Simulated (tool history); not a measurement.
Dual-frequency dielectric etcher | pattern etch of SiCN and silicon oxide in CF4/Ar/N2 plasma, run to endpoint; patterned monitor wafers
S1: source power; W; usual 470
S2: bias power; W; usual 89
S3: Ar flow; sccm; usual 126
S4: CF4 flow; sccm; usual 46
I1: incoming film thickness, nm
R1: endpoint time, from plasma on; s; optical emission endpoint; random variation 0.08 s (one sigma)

run,day,S1,S2,S3,S4,I1,R1
1,0.000,470,89,126,46,12.63,13.7
2,2.100,510,89,126,46,12.61,13.0
3,5.400,510,89,126,46,12.58,12.6
4,9.079,470,89,126,46,12.54,13.3
5,13.479,470,89,126,46,12.70,13.9
6,17.783,470,89,126,46,12.73,13.9
7,21.462,470,89,126,46,12.59,13.6
8,25.562,470,89,126,46,12.57,13.3
9,29.942,470,89,126,46,12.61,13.3
10,33.717,500,89,126,52,12.61,12.8
11,36.121,470,89,126,46,12.54,13.6
12,38.700,470,89,126,46,12.51,13.5
13,40.971,470,89,126,50,12.71,13.4
14,44.771,540,89,156,55,12.52,12.1
15,50.179,470,107,110,38,12.56,12.9
16,51.321,590,83,105,46,12.63,11.7
17,54.962,470,89,126,46,12.56,13.7
18,56.988,470,89,126,46,12.65,13.7
19,60.092,470,89,126,52,12.54,13.3
20,64.275,430,109,104,41,12.66,12.9
21,67.008,470,89,126,46,12.62,13.2
22,69.688,550,78,126,46,12.68,13.0
23,73.467,470,104,126,46,12.57,12.7
24,76.133,390,83,139,36,12.67,17.0

Not shown: 9 entries that the log had between the listed runs. Between which runs, and how does the tool's hidden state differ before and after?
Between runs 4 and 5: wet clean of the chamber (day 11.962)
  etch rate over this chamber's usual, %: 4.1 -> 0.13
  measured less the result without the state, R1: -0.5 -> +0.0 s
Between runs 5 and 6: CF4 flow controller replaced (day 15.196)
  etch rate over this chamber's usual, %: 0.13 -> 1.42
  measured less the result without the state, R1: +0.0 -> -0.2 s
Between runs 7 and 8: bias power generator calibrated (day 23.804)
  etch rate over this chamber's usual, %: 2.52 -> 3.75
  measured less the result without the state, R1: -0.3 -> -0.5 s
Between runs 9 and 10: wet clean of the chamber (day 31.988); Ar flow controller replaced (day 32.271)
  etch rate over this chamber's usual, %: 5.06 -> 0.705
  measured less the result without the state, R1: -0.7 -> -0.1 s
Between runs 10 and 11: upper electrode replaced (day 35.804)
  etch rate over this chamber's usual, %: 0.705 -> 1.42
  measured less the result without the state, R1: -0.1 -> -0.2 s
Between runs 14 and 15: wet clean of the chamber (day 50.158)
  etch rate over this chamber's usual, %: 4.02 -> -0.103
  measured less the result without the state, R1: -0.5 -> +0.0 s
Between runs 17 and 18: source power generator calibrated (day 56.950)
  etch rate over this chamber's usual, %: 1.33 -> 1.94
  measured less the result without the state, R1: -0.1 -> -0.2 s
Between runs 21 and 22: wet clean of the chamber (day 68.788)
  etch rate over this chamber's usual, %: 4.94 -> 0.503
  measured less the result without the state, R1: -0.7 -> -0.1 s
